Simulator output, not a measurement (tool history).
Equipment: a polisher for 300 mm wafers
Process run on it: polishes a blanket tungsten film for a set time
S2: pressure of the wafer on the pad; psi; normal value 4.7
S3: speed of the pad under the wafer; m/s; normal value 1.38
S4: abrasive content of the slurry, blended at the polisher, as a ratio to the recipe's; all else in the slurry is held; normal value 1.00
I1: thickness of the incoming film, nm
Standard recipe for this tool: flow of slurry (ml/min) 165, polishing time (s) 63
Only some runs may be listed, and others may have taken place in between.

{"run": 1, "hour": 0.0, "flow of slurry (ml/min)": 165, "S2": 4.7, "S3": 1.48, "S4": 0.85, "polishing time (s)": 63, "I1": 1470.6, "film removed (nm)": 612.9}
{"run": 2, "hour": 14.9, "flow of slurry (ml/min)": 165, "S2": 4.7, "S3": 1.38, "S4": 0.8, "polishing time (s)": 63, "I1": 1484.8, "film removed (nm)": 533.9}
{"hour": 25.7, "done": "slurry tank refilled with fresh slurry and peroxide"}
{"run": 3, "hour": 30.4, "flow of slurry (ml/min)": 165, "S2": 4.7, "S3": 1.38, "S4": 0.8, "polishing time (s)": 63, "I1": 1471.8, "film removed (nm)": 549.9}
{"hour": 44.5, "done": "worn pad replaced by a new one"}
{"run": 4, "hour": 45.0, "flow of slurry (ml/min)": 165, "S2": 4.7, "S3": 1.38, "S4": 1.0, "polishing time (s)": 63, "I1": 1474.7, "film removed (nm)": 583.3}
{"run": 5, "hour": 50.2, "flow of slurry (ml/min)": 165, "S2": 4.7, "S3": 1.38, "S4": 1.0, "polishing time (s)": 63, "I1": 1485.0, "film removed (nm)": 579.3}
{"run": 6, "hour": 86.1, "flow of slurry (ml/min)": 165, "S2": 4.7, "S3": 1.38, "S4": 1.0, "polishing time (s)": 63, "I1": 1460.1, "film removed (nm)": 576.8}
{"run": 7, "hour": 103.6, "flow of slurry (ml/min)": 165, "S2": 4.7, "S3": 1.52, "S4": 0.75, "polishing time (s)": 49, "I1": 1486.9, "film removed (nm)": 465.8}
{"run": 8, "hour": 121.1, "flow of slurry (ml/min)": 165, "S2": 5.5, "S3": 1.38, "S4": 0.9, "polishing time (s)": 63, "I1": 1460.4, "film removed (nm)": 660.7}
{"hour": 125.9, "done": "head pressure recalibrated"}
{"run": 9, "hour": 132.5, "flow of slurry (ml/min)": 165, "S2": 4.7, "S3": 1.38, "S4": 1.0, "polishing time (s)": 78, "I1": 1493.2, "film removed (nm)": 720.9}
{"hour": 136.0, "done": "slurry tank refilled with fresh slurry and peroxide"}
{"run": 10, "hour": 146.6, "flow of slurry (ml/min)": 130, "S2": 3.7, "S3": 1.38, "S4": 1.25, "polishing time (s)": 63, "I1": 1445.2, "film removed (nm)": 485.4}
{"hour": 154.6, "done": "slurry blender recalibrated"}
{"hour": 165.6, "done": "worn pad replaced by a new one"}
{"run": 11, "hour": 166.1, "flow of slurry (ml/min)": 165, "S2": 3.5, "S3": 1.06, "S4": 1.1, "polishing time (s)": 77, "I1": 1478.2, "film removed (nm)": 445.6}
{"run": 12, "hour": 179.0, "flow of slurry (ml/min)": 130, "S2": 3.7, "S3": 1.38, "S4": 1.25, "polishing time (s)": 63, "I1": 1454.2, "film removed (nm)": 484.4}
{"run": 13, "hour": 186.1, "flow of slurry (ml/min)": 165, "S2": 4.7, "S3": 1.38, "S4": 1.0, "polishing time (s)": 63, "I1": 1457.8, "film removed (nm)": 592.1}
{"run": 14, "hour": 199.5, "flow of slurry (ml/min)": 165, "S2": 4.7, "S3": 1.38, "S4": 1.0, "polishing time (s)": 63, "I1": 1465.2, "film removed (nm)": 597.2}
{"hour": 225.2, "done": "slurry tank refilled with fresh slurry and peroxide"}
{"run": 15, "hour": 227.8, "flow of slurry (ml/min)": 165, "S2": 6.2, "S3": 1.38, "S4": 1.15, "polishing time (s)": 54, "I1": 1441.0, "film removed (nm)": 663.4}
{"run": 16, "hour": 244.1, "flow of slurry (ml/min)": 165, "S2": 5.5, "S3": 1.38, "S4": 0.8, "polishing time (s)": 63, "I1": 1472.6, "film removed (nm)": 624.8}
{"hour": 253.6, "done": "slurry nozzle cleaned"}
{"run": 17, "hour": 261.8, "flow of slurry (ml/min)": 150, "S2": 4.7, "S3": 1.38, "S4": 1.3, "polishing time (s)": 63, "I1": 1455.2, "film removed (nm)": 610.5}
{"run": 18, "hour": 278.0, "flow of slurry (ml/min)": 165, "S2": 4.7, "S3": 1.38, "S4": 1.0, "polishing time (s)": 63, "I1": 1482.2, "film removed (nm)": 591.7}
{"run": 19, "hour": 292.5, "flow of slurry (ml/min)": 140, "S2": 4.7, "S3": 1.64, "S4": 1.0, "polishing time (s)": 43, "I1": 1463.4, "film removed (nm)": 463.9}
{"hour": 299.7, "done": "worn pad replaced by a new one"}
{"run": 20, "hour": 300.2, "flow of slurry (ml/min)": 165, "S2": 3.6, "S3": 1.08, "S4": 1.0, "polishing time (s)": 50, "I1": 1473.4, "film removed (nm)": 283.8}
{"run": 21, "hour": 305.7, "flow of slurry (ml/min)": 165, "S2": 3.2, "S3": 1.06, "S4": 1.0, "polishing time (s)": 54, "I1": 1471.3, "film removed (nm)": 279.7}
{"hour": 312.0, "done": "slurry tank refilled with fresh slurry and peroxide"}
{"run": 22, "hour": 312.7, "flow of slurry (ml/min)": 165, "S2": 4.7, "S3": 1.38, "S4": 1.0, "polishing time (s)": 63, "I1": 1472.2, "film removed (nm)": 589.6}
{"run": 23, "hour": 327.0, "flow of slurry (ml/min)": 180, "S2": 4.7, "S3": 1.38, "S4": 1.0, "polishing time (s)": 63, "I1": 1465.5, "film removed (nm)": 588.0}
{"run": 24, "hour": 343.6, "flow of slurry (ml/min)": 165, "S2": 4.7, "S3": 1.38, "S4": 1.0, "polishing time (s)": 63, "I1": 1463.5, "film removed (nm)": 597.3}
{"run": 25, "hour": 361.0, "flow of slurry (ml/min)": 165, "S2": 4.7, "S3": 1.38, "S4": 1.0, "polishing time (s)": 63, "I1": 1482.5, "film removed (nm)": 582.1}

Consider 5 possible next runs. They are alternatives, not a sequence: every one starts from the tool as it was left by run 25. What does each give?
{"run": "A", "hour": 361.4, "flow of slurry (ml/min)": 165, "S2": 6.0, "S3": 1.38, "S4": 1.0, "polishing time (s)": 63, "I1": 1467.2, "film removed (nm)": "?"}
{"run": "B", "hour": 361.4, "flow of slurry (ml/min)": 220, "S2": 4.7, "S3": 1.38, "S4": 0.9, "polishing time (s)": 63, "I1": 1467.2, "film removed (nm)": "?"}
{"run": "C", "hour": 361.4, "flow of slurry (ml/min)": 190, "S2": 3.6, "S3": 1.38, "S4": 1.0, "polishing time (s)": 63, "I1": 1467.2, "film removed (nm)": "?"}
{"run": "D", "hour": 361.4, "flow of slurry (ml/min)": 165, "S2": 4.7, "S3": 1.38, "S4": 1.0, "polishing time (s)": 85, "I1": 1467.2, "film removed (nm)": "?"}
{"run": "E", "hour": 361.4, "flow of slurry (ml/min)": 165, "S2": 4.7, "S3": 1.58, "S4": 1.0, "polishing time (s)": 63, "I1": 1467.2, "film removed (nm)": "?"}

run=A film_removed_(nm)=737.2
run=B film_removed_(nm)=605.5
run=C film_removed_(nm)=488.8
run=D film_removed_(nm)=805.0
run=E film_removed_(nm)=683.1
With the hidden condition removed and each run's random variation left untouched, the same runs would have given:
run=A film_removed_(nm)=737.2
run=B film_removed_(nm)=605.5
run=C film_removed_(nm)=488.8
run=D film_removed_(nm)=805.0
run=E film_removed_(nm)=683.1
